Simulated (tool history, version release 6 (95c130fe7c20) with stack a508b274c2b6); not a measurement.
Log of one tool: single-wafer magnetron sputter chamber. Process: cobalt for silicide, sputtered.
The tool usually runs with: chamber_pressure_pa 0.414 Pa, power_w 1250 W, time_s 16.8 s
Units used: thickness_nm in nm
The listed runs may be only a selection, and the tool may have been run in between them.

| run | day | chamber_pressure_pa | power_w | time_s | wafers since the last listed run | wafers on the sputter target | hours since the last manometer calibration | hours since the magnet pack was replaced | hours since the gauge calibration | read-back reference wafer on the same gauge, thickness_nm | thickness_nm |
|---|---|---|---|---|---|---|---|---|---|---|---|
| 1 | 0.000 | 0.414 | 1250 | 16.8 | 0 | 6206 | 1843.9 | 3817.8 | 22.7 | 11.103 | 11.492 |
|  | 1.708 | sputter target and shields replaced |
| 2 | 2.779 | 0.414 | 1250 | 16.8 | 1705 | 746 | 1910.6 | 3884.5 | 89.4 | 11.101 | 11.767 |
| 3 | 3.942 | 0.414 | 1250 | 16.8 | 810 | 1557 | 1938.5 | 3912.4 | 117.3 | 11.090 | 11.736 |
| 4 | 5.108 | 0.414 | 1250 | 16.8 | 813 | 2371 | 1966.5 | 3940.4 | 145.3 | 11.099 | 11.664 |
| 5 | 8.896 | 0.414 | 1250 | 16.8 | 2641 | 5013 | 2057.4 | 4031.3 | 236.2 | 11.103 | 11.513 |
|  | 10.571 | sputter target and shields replaced |
| 6 | 11.067 | 0.414 | 1250 | 16.8 | 1281 | 344 | 2109.5 | 4083.4 | 288.3 | 11.102 | 11.758 |
| 7 | 12.642 | 0.414 | 1250 | 16.8 | 1098 | 1443 | 2147.3 | 4121.2 | 326.1 | 11.096 | 11.635 |
| 8 | 13.700 | 0.289 | 1250 | 16.8 | 738 | 2181 | 2172.7 | 4146.6 | 351.5 | 11.099 | 12.223 |
| 9 | 16.021 | 0.414 | 1250 | 16.8 | 1618 | 3799 | 2228.4 | 4202.3 | 407.2 | 11.095 | 11.561 |
|  | 18.883 | sputter target and shields replaced |
| 10 | 24.783 | 0.414 | 1250 | 16.8 | 5879 | 4116 | 2438.7 | 4412.6 | 617.5 | 11.098 | 11.593 |
| 11 | 26.358 | 0.414 | 1250 | 18.9 | 1098 | 5214 | 2476.5 | 4450.4 | 655.3 | 11.104 | 13.009 |
|  | 28.462 | sputter target and shields replaced |
|  | 28.900 | magnet pack replaced |
| 12 | 30.954 | 0.414 | 1250 | 16.8 | 2740 | 1503 | 2586.8 | 49.3 | 765.6 | 11.098 | 11.781 |
|  | 31.179 | gauge calibrated |
| 13 | 33.375 | 0.357 | 1000 | 16.8 | 1688 | 3192 | 2644.9 | 107.4 | 52.7 | 11.098 | 9.528 |
| 14 | 34.396 | 0.311 | 1450 | 20.1 | 711 | 3904 | 2669.4 | 131.9 | 77.2 | 11.094 | 16.771 |
| 15 | 36.538 | 0.318 | 1050 | 14.1 | 1493 | 5398 | 2720.8 | 183.3 | 128.6 | 11.106 | 8.437 |
|  | 38.150 | capacitance manometer re-zeroed and calibrated |
| 16 | 38.412 | 0.414 | 1050 | 16.8 | 1075 | 6473 | 6.3 | 228.3 | 173.6 | 11.102 | 9.294 |
|  | 39.200 | sputter target and shields replaced |
| 17 | 39.629 | 0.414 | 1550 | 14.2 | 616 | 299 | 35.5 | 257.5 | 202.8 | 11.096 | 12.041 |
| 18 | 41.467 | 0.414 | 1000 | 16.8 | 1281 | 1581 | 79.6 | 301.6 | 246.9 | 11.099 | 9.082 |
| 19 | 43.058 | 0.414 | 1250 | 15.1 | 1110 | 2691 | 117.8 | 339.8 | 285.1 | 11.099 | 10.207 |
| 20 | 45.575 | 0.414 | 1250 | 16.8 | 1755 | 4446 | 178.2 | 400.2 | 345.5 | 11.094 | 11.284 |
| 21 | 48.292 | 0.333 | 1050 | 15.7 | 1894 | 6341 | 243.4 | 465.4 | 410.7 | 11.104 | 9.141 |

What was the tool's hidden state at every run in the log?
gauge reads high (%): 0, the same for each run
H1: deposition rate above that of a new target (%)
H2: true argon pressure above the setpoint (%)
| run | H1 | H2 |
|---|---|---|
| 1 | -2.91 | -13.7 |
| 2 | -0.443 | -13.9 |
| 3 | -0.815 | -13.9 |
| 4 | -1.19 | -14 |
| 5 | -2.4 | -14.1 |
| 6 | -0.835 | -14.2 |
| 7 | -1.34 | -14.2 |
| 8 | -1.68 | -14.3 |
| 9 | -2.42 | -14.4 |
| 10 | -1.99 | -14.6 |
| 11 | -2.5 | -14.6 |
| 12 | -0.845 | -14.7 |
| 13 | -1.62 | -14.8 |
| 14 | -1.95 | -14.8 |
| 15 | -2.63 | -14.8 |
| 16 | -3.23 | -0.0239 |
| 17 | -0.314 | -0.509 |
| 18 | -0.903 | -1.21 |
| 19 | -1.41 | -1.79 |
| 20 | -2.22 | -2.66 |
| 21 | -3.09 | -3.53 |
